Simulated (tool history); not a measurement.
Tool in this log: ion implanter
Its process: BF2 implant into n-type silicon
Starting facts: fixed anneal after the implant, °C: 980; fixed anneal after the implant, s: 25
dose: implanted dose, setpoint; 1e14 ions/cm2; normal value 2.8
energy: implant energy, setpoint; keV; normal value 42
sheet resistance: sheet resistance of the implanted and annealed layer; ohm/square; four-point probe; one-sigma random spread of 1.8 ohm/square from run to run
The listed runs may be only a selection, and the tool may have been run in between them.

run	hour	dose	energy	wafers since the last listed run	hours since the last dose calibration	hours since the extraction supply was calibrated	hours since the gauge calibration	read-back reference wafer on the same gauge, sheet resistance	sheet resistance
1	0	2.8	42	0	170.7	6548.3	152.8	354.97	419.45
2	30	3.43	37	578	200.7	6578.3	182.8	355.11	352.79
3	89.7	3.43	37	1150	260.4	6638	242.5	354.96	352.11
4	146.6	2.8	42	1096	317.3	6694.9	299.4	355.01	418.53
# hour 254.8: extraction supply calibrated
5	259.6	2.8	42	2023	430.3	4.8	412.4	355.09	413.53
6	328.1	2.8	42	1320	498.8	73.3	480.9	355.12	413.39
7	355.5	2.29	51	528	526.2	100.7	508.3	354.97	480.8
8	427.3	2.29	51	1383	598	172.5	580.1	354.96	475.31
9	492.2	2.48	53.5	1250	662.9	237.4	645	354.81	444.45
# hour 497.1: gauge calibrated
# hour 517.4: Faraday cup replaced and dose calibrated
10	521	3.59	49.5	400	3.6	266.2	23.9	355.19	334.87
11	585.2	2.07	42	1237	67.8	330.4	88.1	355.17	540.9
12	616.6	2.06	42	605	99.2	361.8	119.5	355	539.43
13	644.9	2.8	49	545	127.5	390.1	147.8	355.05	416.69
14	670.8	2.8	42	499	153.4	416	173.7	354.8	421.04
15	740.5	2.8	42	1343	223.1	485.7	243.4	354.91	422.12
16	779.2	3.56	42	745	261.8	524.4	282.1	354.74	340.67

Across each entry between runs, compare the hidden state at the last listed run before it with the hidden state at the first listed run after it:
After run 4, before run 5: extraction supply calibrated (hour 254.8)
  deviation of the true dose from the Faraday cup's reading, %: 2.22 -> 3.02
  difference, measured minus the result without the unlogged condition, sheet resistance: -7.93 -> -10.66 ohm/square
After run 9, before run 10: gauge calibrated (hour 497.1); Faraday cup replaced and dose calibrated (hour 517.4)
  deviation of the true dose from the Faraday cup's reading, %: 4.65 -> -0.178
  difference, measured minus the result without the unlogged condition, sheet resistance: -16.75 -> +0.55 ohm/square

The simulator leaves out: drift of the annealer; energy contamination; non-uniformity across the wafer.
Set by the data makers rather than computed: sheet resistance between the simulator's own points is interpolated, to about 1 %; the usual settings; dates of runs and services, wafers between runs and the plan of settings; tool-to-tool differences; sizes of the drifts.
